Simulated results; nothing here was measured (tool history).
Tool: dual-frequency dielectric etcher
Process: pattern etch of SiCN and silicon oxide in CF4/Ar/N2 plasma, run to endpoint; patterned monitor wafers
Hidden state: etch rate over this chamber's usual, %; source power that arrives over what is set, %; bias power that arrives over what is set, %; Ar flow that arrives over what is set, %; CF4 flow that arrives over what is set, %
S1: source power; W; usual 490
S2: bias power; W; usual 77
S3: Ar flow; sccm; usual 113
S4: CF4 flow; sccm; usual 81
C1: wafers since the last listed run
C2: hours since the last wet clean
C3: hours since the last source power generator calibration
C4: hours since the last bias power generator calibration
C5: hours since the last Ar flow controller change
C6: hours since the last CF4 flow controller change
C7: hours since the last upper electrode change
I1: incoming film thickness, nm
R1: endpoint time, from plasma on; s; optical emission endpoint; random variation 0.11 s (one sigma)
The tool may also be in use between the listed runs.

run 1 hour=0 | S1=490 S2=77 S3=113 S4=81 | C1=0 C2=338.2 C3=3629.1 C4=203 C5=202.5 C6=2899.8 C7=0.5 | I1=16.7 | R1=15.7
run 2 hour=3 | S1=490 S2=71 S3=97 S4=72 | C1=28 C2=341.2 C3=3632.1 C4=206 C5=205.5 C6=2902.8 C7=3.5 | I1=16.96 | R1=16.3
run 3 hour=17.4 | S1=450 S2=84 S3=113 S4=95 | C1=138 C2=355.6 C3=3646.5 C4=220.4 C5=219.9 C6=2917.2 C7=17.9 | I1=16.71 | R1=15.6
run 4 hour=40.9 | S1=580 S2=59 S3=94 S4=97 | C1=226 C2=379.1 C3=3670 C4=243.9 C5=243.4 C6=2940.7 C7=41.4 | I1=16.84 | R1=14.6
run 5 hour=63.1 | S1=490 S2=77 S3=113 S4=90 | C1=213 C2=401.3 C3=3692.2 C4=266.1 C5=265.6 C6=2962.9 C7=63.6 | I1=16.74 | R1=15.2
run 6 hour=155.5 | S1=550 S2=77 S3=100 S4=81 | C1=890 C2=493.7 C3=3784.6 C4=358.5 C5=358 C6=3055.3 C7=156 | I1=16.94 | R1=14.3
run 7 hour=191.3 | S1=490 S2=77 S3=113 S4=81 | C1=344 C2=529.5 C3=3820.4 C4=394.3 C5=393.8 C6=3091.1 C7=191.8 | I1=16.87 | R1=15.5
run 8 hour=222.9 | S1=490 S2=77 S3=113 S4=90 | C1=304 C2=561.1 C3=3852 C4=425.9 C5=425.4 C6=3122.7 C7=223.4 | I1=16.7 | R1=15
run 9 hour=257.4 | S1=490 S2=77 S3=113 S4=81 | C1=332 C2=595.6 C3=3886.5 C4=460.4 C5=459.9 C6=3157.2 C7=257.9 | I1=16.73 | R1=15
-- hour=291.6 source power generator calibrated
run 10 hour=292.1 | S1=490 S2=77 S3=113 S4=81 | C1=295 C2=630.3 C3=0.5 C4=495.1 C5=494.6 C6=3191.9 C7=292.6 | I1=16.96 | R1=15.2
run 11 hour=314.1 | S1=490 S2=77 S3=113 S4=81 | C1=211 C2=652.3 C3=22.5 C4=517.1 C5=516.6 C6=3213.9 C7=314.6 | I1=16.78 | R1=15.4
-- hour=340.8 wet clean of the chamber
run 12 hour=341.3 | S1=490 S2=77 S3=100 S4=81 | C1=30 C2=0.5 C3=49.7 C4=544.3 C5=543.8 C6=3241.1 C7=341.8 | I1=16.71 | R1=15.8
run 13 hour=349.2 | S1=490 S2=77 S3=127 S4=94 | C1=76 C2=8.4 C3=57.6 C4=552.2 C5=551.7 C6=3249 C7=349.7 | I1=16.83 | R1=15.8
-- hour=365.9 CF4 flow controller replaced
run 14 hour=376.9 | S1=490 S2=77 S3=113 S4=81 | C1=209 C2=36.1 C3=85.3 C4=579.9 C5=579.4 C6=11 C7=377.4 | I1=16.72 | R1=16
run 15 hour=403.9 | S1=490 S2=77 S3=122 S4=81 | C1=260 C2=63.1 C3=112.3 C4=606.9 C5=606.4 C6=38 C7=404.4 | I1=16.73 | R1=16.2
run 16 hour=425.2 | S1=490 S2=77 S3=113 S4=81 | C1=205 C2=84.4 C3=133.6 C4=628.2 C5=627.7 C6=59.3 C7=425.7 | I1=16.86 | R1=16
run 17 hour=454 | S1=490 S2=77 S3=113 S4=96 | C1=277 C2=113.2 C3=162.4 C4=657 C5=656.5 C6=88.1 C7=454.5 | I1=16.71 | R1=15.2
run 18 hour=473.1 | S1=490 S2=77 S3=113 S4=81 | C1=183 C2=132.3 C3=181.5 C4=676.1 C5=675.6 C6=107.2 C7=473.6 | I1=16.89 | R1=15.8
run 19 hour=505.9 | S1=490 S2=77 S3=99 S4=81 | C1=315 C2=165.1 C3=214.3 C4=708.9 C5=708.4 C6=140 C7=506.4 | I1=16.72 | R1=15.4
run 20 hour=532 | S1=550 S2=77 S3=88 S4=81 | C1=251 C2=191.2 C3=240.4 C4=735 C5=734.5 C6=166.1 C7=532.5 | I1=16.87 | R1=14.2
run 21 hour=557.8 | S1=410 S2=77 S3=105 S4=81 | C1=248 C2=217 C3=266.2 C4=760.8 C5=760.3 C6=191.9 C7=558.3 | I1=16.69 | R1=16.9
run 22 hour=627.2 | S1=580 S2=88 S3=113 S4=86 | C1=668 C2=286.4 C3=335.6 C4=830.2 C5=829.7 C6=261.3 C7=627.7 | I1=16.63 | R1=13.5
run 23 hour=646.9 | S1=490 S2=77 S3=113 S4=72 | C1=189 C2=306.1 C3=355.3 C4=849.9 C5=849.4 C6=281 C7=647.4 | I1=16.78 | R1=15.9
run 24 hour=681 | S1=490 S2=77 S3=113 S4=81 | C1=328 C2=340.2 C3=389.4 C4=884 C5=883.5 C6=315.1 C7=681.5 | I1=16.92 | R1=15.8
run 25 hour=710.7 | S1=600 S2=77 S3=135 S4=81 | C1=286 C2=369.9 C3=419.1 C4=913.7 C5=913.2 C6=344.8 C7=711.2 | I1=16.85 | R1=14.4

Measured less the same run without the tool's hidden state. The same run-to-run variation is in both; the gauge's scatter may not be:
run=1 R1=-0.5
run=2 R1=-0.6
run=3 R1=-0.5
run=4 R1=-0.5
run=5 R1=-0.5
run=6 R1=-0.7
run=7 R1=-0.8
run=8 R1=-0.7
run=9 R1=-0.8
run=10 R1=-0.9
run=11 R1=-0.9
run=12 R1=-0.2
run=13 R1=-0.1
run=14 R1=-0.2
run=15 R1=-0.2
run=16 R1=-0.3
run=17 R1=-0.3
run=18 R1=-0.3
run=19 R1=-0.3
run=20 R1=-0.4
run=21 R1=-0.5
run=22 R1=-0.4
run=23 R1=-0.6
run=24 R1=-0.6
run=25 R1=-0.6
